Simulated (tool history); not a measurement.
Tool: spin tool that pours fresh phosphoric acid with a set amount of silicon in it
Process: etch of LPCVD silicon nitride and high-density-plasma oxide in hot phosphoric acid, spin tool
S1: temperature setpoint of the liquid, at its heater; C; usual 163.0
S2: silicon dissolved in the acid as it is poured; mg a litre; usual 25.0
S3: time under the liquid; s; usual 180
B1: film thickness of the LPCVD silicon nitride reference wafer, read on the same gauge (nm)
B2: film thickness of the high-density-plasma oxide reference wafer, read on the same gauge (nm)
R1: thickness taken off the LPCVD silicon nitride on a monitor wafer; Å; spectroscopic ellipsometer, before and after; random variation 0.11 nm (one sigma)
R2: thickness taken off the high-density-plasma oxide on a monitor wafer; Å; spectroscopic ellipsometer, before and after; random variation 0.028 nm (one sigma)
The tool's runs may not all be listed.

run   hour     S1    S2   S3      B1       B2     R1    R2
  1    0.0  163.0  25.0  180  111.22  111.205  194.3  4.10
  2   24.2  163.0  25.0  180  111.37  111.385  195.9  3.96
  3   37.0  163.0  25.0  180  111.45  111.483  195.3  3.64
  4   54.0  163.0   7.5  100  111.58  111.583  107.2  3.42
      67.5  -- dissolved silicon flow meter replaced
  5   75.4  161.5   8.0  180  111.74  111.751  186.8  4.80
  6   96.1  163.0  25.0  100  111.90  111.966  108.8  2.07
  7  131.0  163.0  25.0  215  112.22  112.229  236.2  4.41
  8  144.3  163.0  25.0   85  112.34  112.345   93.1  1.99
     154.6  -- heated supply line repaired
  9  176.2  163.0  25.0  180  112.63  112.639  198.5  3.31
     193.3  -- gauge calibrated
 10  211.5  163.0  25.0  225  109.77  109.719  237.3  4.27
 11  225.3  163.0  35.0  180  109.79  109.780  191.3  2.58
 12  271.1  163.0  25.0  180  109.82  109.782  191.6  3.84
 13  288.9  163.0  36.0  145  109.86  109.872  155.7  2.21
 14  317.4  161.5  43.5   95  109.93  109.909   96.1  0.76
 15  396.9  163.0  42.0  275  110.13  110.132  294.9  2.54
 16  426.0  163.0  25.0  180  110.22  110.206  193.5  3.90
 17  455.3  164.5  14.5  180  110.34  110.372  202.7  5.60
 18  489.5  161.0  25.0  140  110.52  110.567  141.7  2.27
 19  512.9  163.0  25.0  180  110.64  110.581  194.4  3.74
 20  536.6  164.0  16.0  280  110.76  110.775  311.8  8.05
 21  570.1  161.5  17.5  265  110.98  110.993  273.9  6.42
 22  586.6  166.0  25.0  235  111.06  111.102  282.0  5.43

3 ways to go on from here, each from the tool as it stands after run 22. What would each give?
  A  587.1  164.0  25.0  180   ?   ?   ?   ?
  B  587.1  163.0  25.0  125   ?   ?   ?   ?
  C  587.1  163.0  10.5  260   ?   ?   ?   ?

run      B1       B2     R1    R2
  A  111.07  111.073  199.7  4.04
  B  111.07  111.073  134.2  2.61
  C  111.07  111.073  279.1  8.05
Without the tool's hidden state the same runs would have given:
run     R1    R2
  A  197.8  4.00
  B  132.9  2.58
  C  276.4  7.97
